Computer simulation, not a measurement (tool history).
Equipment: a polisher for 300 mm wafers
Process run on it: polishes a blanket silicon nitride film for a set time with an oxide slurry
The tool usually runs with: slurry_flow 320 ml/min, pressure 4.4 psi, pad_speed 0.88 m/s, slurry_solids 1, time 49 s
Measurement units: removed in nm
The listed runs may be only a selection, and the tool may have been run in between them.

| run | hour | slurry_flow | pressure | pad_speed | slurry_solids | time | incoming thickness of the incoming film, nm | removed |
|---|---|---|---|---|---|---|---|---|
| 1 | 0 | 320 | 4.4 | 0.78 | 1 | 49 | 266.5 | 30.7 |
|  | 5.2 | conditioning disc replaced and pad reconditioned |
| 2 | 35.3 | 320 | 3.6 | 0.88 | 1 | 37 | 273.8 | 20.1 |
|  | 49.1 | slurry nozzle cleaned |
|  | 88.3 | slurry blender recalibrated |
| 3 | 88.8 | 320 | 3.6 | 0.88 | 1 | 37 | 270.4 | 19.7 |
| 4 | 119.3 | 320 | 3.6 | 0.88 | 1 | 37 | 271.5 | 19.8 |
| 5 | 170.3 | 320 | 4.4 | 0.88 | 1 | 49 | 270.4 | 31.9 |
| 6 | 227.4 | 320 | 4.4 | 0.88 | 1 | 49 | 267.5 | 32.1 |
|  | 238 | conditioning disc replaced and pad reconditioned |
|  | 242.6 | worn pad replaced by a new one |
| 7 | 287.8 | 320 | 4.4 | 0.88 | 1 | 49 | 270.6 | 31.6 |
|  | 307.2 | slurry blender recalibrated |
| 8 | 321.5 | 320 | 4.4 | 0.88 | 1 | 49 | 270.3 | 31.3 |
| 9 | 353.5 | 320 | 4.4 | 0.88 | 1 | 49 | 271.3 | 31.5 |
| 10 | 401.5 | 320 | 4.4 | 0.88 | 1 | 42 | 270.9 | 26.9 |

Estimate the outcome of run 11 from the log above:
| 11 | 439.1 | 375 | 4.4 | 0.7 | 0.9 | 49 | 267.2 | ? |

removed: 25.5 nm
With no hidden state in the tool, this same run would have given removed 27.4 nm.
